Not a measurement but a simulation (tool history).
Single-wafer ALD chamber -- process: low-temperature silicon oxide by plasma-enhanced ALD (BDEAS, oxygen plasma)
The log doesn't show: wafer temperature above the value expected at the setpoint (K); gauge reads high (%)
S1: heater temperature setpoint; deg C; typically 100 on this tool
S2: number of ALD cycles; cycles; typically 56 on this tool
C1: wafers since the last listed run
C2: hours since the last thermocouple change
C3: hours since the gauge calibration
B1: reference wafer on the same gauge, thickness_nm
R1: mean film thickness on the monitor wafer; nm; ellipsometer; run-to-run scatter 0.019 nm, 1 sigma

| run | hour | S1 | S2 | C1 | C2 | C3 | B1 | R1 |
|---|---|---|---|---|---|---|---|---|
| 1 | 0.0 | 100 | 61 | 0 | 1256.4 | 163.2 | 8.493 | 8.376 |
| 2 | 10.1 | 100 | 61 | 70 | 1266.5 | 173.3 | 8.481 | 8.333 |
| 3 | 27.1 | 100 | 56 | 119 | 1283.5 | 190.3 | 8.491 | 7.673 |
| 4 | 36.3 | 100 | 56 | 64 | 1292.7 | 199.5 | 8.486 | 7.650 |
| 5 | 49.1 | 100 | 56 | 89 | 1305.5 | 212.3 | 8.495 | 7.662 |
| 6 | 57.8 | 100 | 56 | 61 | 1314.2 | 221.0 | 8.484 | 7.657 |
| 7 | 70.1 | 100 | 56 | 86 | 1326.5 | 233.3 | 8.495 | 7.635 |
| 8 | 83.9 | 100 | 56 | 96 | 1340.3 | 247.1 | 8.488 | 7.655 |
| 9 | 101.6 | 100 | 47 | 124 | 1358.0 | 264.8 | 8.485 | 6.423 |
| 10 | 119.0 | 100 | 47 | 122 | 1375.4 | 282.2 | 8.493 | 6.432 |
| 11 | 134.5 | 100 | 56 | 108 | 1390.9 | 297.7 | 8.493 | 7.664 |
|  | 143.8 | gauge calibrated |
| 12 | 143.9 | 100 | 56 | 66 | 1400.3 | 0.1 | 8.490 | 7.658 |
| 13 | 160.1 | 100 | 56 | 113 | 1416.5 | 16.3 | 8.485 | 7.668 |
| 14 | 168.2 | 95 | 52 | 56 | 1424.6 | 24.4 | 8.483 | 7.229 |
| 15 | 178.8 | 86 | 56 | 74 | 1435.2 | 35.0 | 8.493 | 8.093 |
| 16 | 194.6 | 92 | 62 | 110 | 1451.0 | 50.8 | 8.484 | 8.736 |
| 17 | 201.9 | 100 | 48 | 51 | 1458.3 | 58.1 | 8.484 | 6.586 |
|  | 212.7 | thermocouple changed; heater temperature recalibrated |
| 18 | 217.6 | 100 | 65 | 54 | 4.9 | 73.8 | 8.492 | 8.885 |
| 19 | 232.5 | 100 | 56 | 104 | 19.8 | 88.7 | 8.486 | 7.653 |
| 20 | 248.4 | 111 | 65 | 111 | 35.7 | 104.6 | 8.501 | 8.667 |
| 21 | 255.9 | 96 | 62 | 52 | 43.2 | 112.1 | 8.491 | 8.607 |
| 22 | 263.7 | 112 | 56 | 54 | 51.0 | 119.9 | 8.491 | 7.462 |
| 23 | 274.4 | 114 | 63 | 75 | 61.7 | 130.6 | 8.483 | 8.358 |
| 24 | 291.8 | 100 | 49 | 122 | 79.1 | 148.0 | 8.493 | 6.699 |
| 25 | 307.1 | 112 | 47 | 107 | 94.4 | 163.3 | 8.487 | 6.265 |

4 ways to go on from here, each from the tool as it stands after run 25. What would each give?
| A | 307.6 | 100 | 56 | 3 | 94.9 | 163.8 | ? | ? |
| B | 307.6 | 88 | 49 | 3 | 94.9 | 163.8 | ? | ? |
| C | 307.6 | 106 | 67 | 3 | 94.9 | 163.8 | ? | ? |
| D | 307.6 | 94 | 56 | 3 | 94.9 | 163.8 | ? | ? |

| run | B1 | R1 |
|---|---|---|
| A | 8.486 | 7.665 |
| B | 8.486 | 7.027 |
| C | 8.486 | 9.062 |
| D | 8.486 | 7.848 |
What these runs would have given with no unlogged condition in the tool:
| run | R1 |
|---|---|
| A | 7.665 |
| B | 7.027 |
| C | 9.062 |
| D | 7.848 |

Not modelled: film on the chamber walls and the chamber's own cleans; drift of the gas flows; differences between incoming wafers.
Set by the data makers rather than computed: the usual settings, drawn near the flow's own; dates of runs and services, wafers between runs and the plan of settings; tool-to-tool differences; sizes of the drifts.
